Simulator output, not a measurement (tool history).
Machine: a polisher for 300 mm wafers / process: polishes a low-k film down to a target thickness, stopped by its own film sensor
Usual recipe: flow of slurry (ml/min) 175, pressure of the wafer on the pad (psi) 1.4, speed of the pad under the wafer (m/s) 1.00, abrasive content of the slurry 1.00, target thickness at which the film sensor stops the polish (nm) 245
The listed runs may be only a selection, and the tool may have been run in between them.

run,hour,flow of slurry (ml/min),pressure of the wafer on the pad (psi),speed of the pad under the wafer (m/s),abrasive content of the slurry,target thickness at which the film sensor stops the polish (nm),wafers since the last listed run,wafers polished on this pad,hours since the slurry nozzle was cleaned,hours since the head pressure was calibrated,hours since the slurry blender was calibrated,hours since the conditioning disc was replaced,"incoming thickness of the incoming film, nm",time until the film sensor stopped the polish (s)
1,0.0,205,1.4,1.00,1.00,245,0,671,443.3,921.5,32.8,231.6,273.3,97.9
# hour 7.7: worn pad replaced by a new one
2,21.9,205,1.4,1.00,1.00,245,122,97,465.2,943.4,54.7,253.5,269.7,83.9
3,53.5,175,1.4,1.00,1.00,245,215,312,496.8,975.0,86.3,285.1,271.8,97.5
4,67.0,210,1.7,1.00,1.00,245,92,404,510.3,988.5,99.8,298.6,270.4,74.3
5,93.5,210,1.7,1.00,1.00,245,180,585,536.8,1015.0,126.3,325.1,272.6,82.9
6,110.6,210,1.7,1.00,1.00,245,116,702,553.9,1032.1,143.4,342.2,268.7,69.1
# hour 127.2: worn pad replaced by a new one
7,140.3,175,1.4,1.00,1.00,239,175,89,583.6,1061.8,173.1,371.9,269.7,114.8
# hour 149.3: head pressure recalibrated
8,165.3,175,1.4,1.00,1.00,239,156,246,608.6,16.0,198.1,396.9,267.5,108.0
# hour 175.4: slurry nozzle cleaned
# hour 189.7: slurry blender recalibrated
9,190.2,175,1.4,1.00,1.15,245,149,395,14.8,40.9,0.5,421.8,273.4,86.4
10,211.7,230,1.4,1.00,1.00,241,146,542,36.3,62.4,22.0,443.3,266.8,81.7
# hour 227.6: worn pad replaced by a new one
# hour 243.8: conditioning disc replaced and pad reconditioned
11,245.1,175,1.4,1.00,1.00,245,187,105,69.7,95.8,55.4,1.3,270.1,83.9
12,267.8,225,1.4,1.00,1.00,245,154,260,92.4,118.5,78.1,24.0,268.6,76.6
13,287.5,200,1.4,0.90,1.00,245,134,394,112.1,138.2,97.8,43.7,267.7,84.6
14,322.8,115,1.4,1.00,1.00,245,240,635,147.4,173.5,133.1,79.0,264.9,73.5
# hour 349.6: worn pad replaced by a new one
15,353.6,140,1.6,1.00,1.00,245,182,27,178.2,204.3,163.9,109.8,274.6,95.4
16,398.8,175,1.4,1.00,1.00,245,308,335,223.4,249.5,209.1,155.0,273.5,99.4
17,428.7,150,1.7,1.00,1.00,245,204,539,253.3,279.4,239.0,184.9,267.2,67.0
18,445.8,195,1.4,1.18,1.00,245,116,656,270.4,296.5,256.1,202.0,273.7,89.3
# hour 449.7: slurry blender recalibrated
19,460.6,230,1.4,1.00,1.00,245,87,743,285.2,311.3,10.9,216.8,272.0,85.1

Forecast each of these 5 alternatives for the next run:
A,461.0,175,1.4,1.00,1.00,245,2,746,285.6,311.7,11.3,217.2,273.9,?
B,461.0,215,1.8,1.00,0.90,243,2,746,285.6,311.7,11.3,217.2,273.9,?
C,461.0,175,1.5,1.20,1.00,245,2,746,285.6,311.7,11.3,217.2,273.9,?
D,461.0,175,1.4,0.74,1.00,245,2,746,285.6,311.7,11.3,217.2,273.9,?
E,461.0,175,1.4,1.34,0.90,240,2,746,285.6,311.7,11.3,217.2,273.9,?

run,time until the film sensor stopped the polish (s)
A,98.6
B,81.8
C,79.5
D,125.4
E,94.3
Stripped of hidden state, with their random variation kept, the same runs would have yielded:
run,time until the film sensor stopped the polish (s)
A,93.5
B,78.0
C,75.5
D,119.0
E,89.4
